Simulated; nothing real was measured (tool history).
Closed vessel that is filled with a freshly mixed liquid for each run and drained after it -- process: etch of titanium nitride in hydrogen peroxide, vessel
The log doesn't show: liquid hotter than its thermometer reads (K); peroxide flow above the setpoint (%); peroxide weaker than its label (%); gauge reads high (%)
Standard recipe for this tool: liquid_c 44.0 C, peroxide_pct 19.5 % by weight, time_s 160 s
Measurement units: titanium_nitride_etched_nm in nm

| run | day | liquid_c | peroxide_pct | time_s | wafers since the last listed run | hours since the thermometer was replaced | hours since the peroxide flow meter was replaced | hours since the drum of peroxide was connected | hours since the gauge calibration | read-back film thickness of the titanium nitride reference wafer, read on the same gauge (nm) | titanium_nitride_etched_nm |
|---|---|---|---|---|---|---|---|---|---|---|---|
| 1 | 0.000 | 44.0 | 19.5 | 160 | 0 | 1064.6 | 1476.0 | 280.9 | 18.2 | 30.01 | 8.08 |
| 2 | 0.579 | 44.0 | 19.5 | 160 | 1179 | 1078.5 | 1489.9 | 294.8 | 32.1 | 30.01 | 8.16 |
| 3 | 1.262 | 44.0 | 19.5 | 220 | 1391 | 1094.9 | 1506.3 | 311.2 | 48.5 | 30.00 | 11.28 |
| 4 | 1.988 | 44.0 | 19.5 | 220 | 1476 | 1112.3 | 1523.7 | 328.6 | 65.9 | 30.01 | 11.34 |
| 5 | 2.362 | 44.0 | 19.5 | 200 | 763 | 1121.3 | 1532.7 | 337.6 | 74.9 | 30.00 | 10.40 |
| 6 | 2.700 | 44.0 | 19.5 | 160 | 687 | 1129.4 | 1540.8 | 345.7 | 83.0 | 30.02 | 8.25 |
| 7 | 3.238 | 44.0 | 19.5 | 160 | 1094 | 1142.3 | 1553.7 | 358.6 | 95.9 | 30.04 | 8.30 |
|  | 3.583 | gauge calibrated |
|  | 3.804 | new drum of peroxide connected |
| 8 | 3.825 | 44.0 | 19.5 | 160 | 1111 | 1156.4 | 1567.8 | 0.5 | 5.8 | 29.96 | 8.31 |
| 9 | 4.454 | 44.0 | 19.5 | 160 | 1281 | 1171.5 | 1582.9 | 15.6 | 20.9 | 30.01 | 8.25 |
|  | 4.700 | thermometer replaced |
| 10 | 5.033 | 50.0 | 14.0 | 75 | 1094 | 8.0 | 1596.8 | 29.5 | 34.8 | 30.00 | 4.56 |
| 11 | 5.512 | 44.0 | 19.5 | 160 | 975 | 19.5 | 1608.3 | 41.0 | 46.3 | 30.01 | 6.67 |
| 12 | 5.779 | 36.0 | 21.5 | 210 | 543 | 25.9 | 1614.7 | 47.4 | 52.7 | 29.99 | 4.83 |
|  | 6.217 | peroxide flow meter replaced |
| 13 | 6.321 | 44.0 | 21.0 | 195 | 1018 | 38.9 | 2.5 | 60.4 | 65.7 | 30.05 | 8.28 |
| 14 | 7.188 | 44.0 | 19.5 | 70 | 1764 | 59.7 | 23.3 | 81.2 | 86.5 | 30.06 | 2.92 |
| 15 | 7.525 | 44.0 | 19.5 | 160 | 687 | 67.8 | 31.4 | 89.3 | 94.6 | 30.02 | 6.75 |
| 16 | 7.812 | 52.5 | 19.5 | 160 | 585 | 74.7 | 38.3 | 96.2 | 101.5 | 30.02 | 12.50 |

Consider 4 possible next runs. They are alternatives, not a sequence: every one starts from the tool as it was left by run 16. What does each give?
| A | 7.842 | 44.0 | 19.5 | 160 | 59 | 75.4 | 39.0 | 96.9 | 102.2 | ? | ? |
| B | 7.842 | 41.5 | 17.0 | 200 | 59 | 75.4 | 39.0 | 96.9 | 102.2 | ? | ? |
| C | 7.842 | 41.0 | 19.5 | 225 | 59 | 75.4 | 39.0 | 96.9 | 102.2 | ? | ? |
| D | 7.842 | 50.5 | 23.5 | 95 | 59 | 75.4 | 39.0 | 96.9 | 102.2 | ? | ? |

| run | read-back film thickness of the titanium nitride reference wafer, read on the same gauge (nm) | titanium_nitride_etched_nm |
|---|---|---|
| A | 30.01 | 6.82 |
| B | 30.01 | 6.86 |
| C | 30.01 | 7.65 |
| D | 30.01 | 6.80 |
Without the tool's unlogged condition, the same runs would have read:
| run | titanium_nitride_etched_nm |
|---|---|
| A | 6.70 |
| B | 6.73 |
| C | 7.51 |
| D | 6.68 |

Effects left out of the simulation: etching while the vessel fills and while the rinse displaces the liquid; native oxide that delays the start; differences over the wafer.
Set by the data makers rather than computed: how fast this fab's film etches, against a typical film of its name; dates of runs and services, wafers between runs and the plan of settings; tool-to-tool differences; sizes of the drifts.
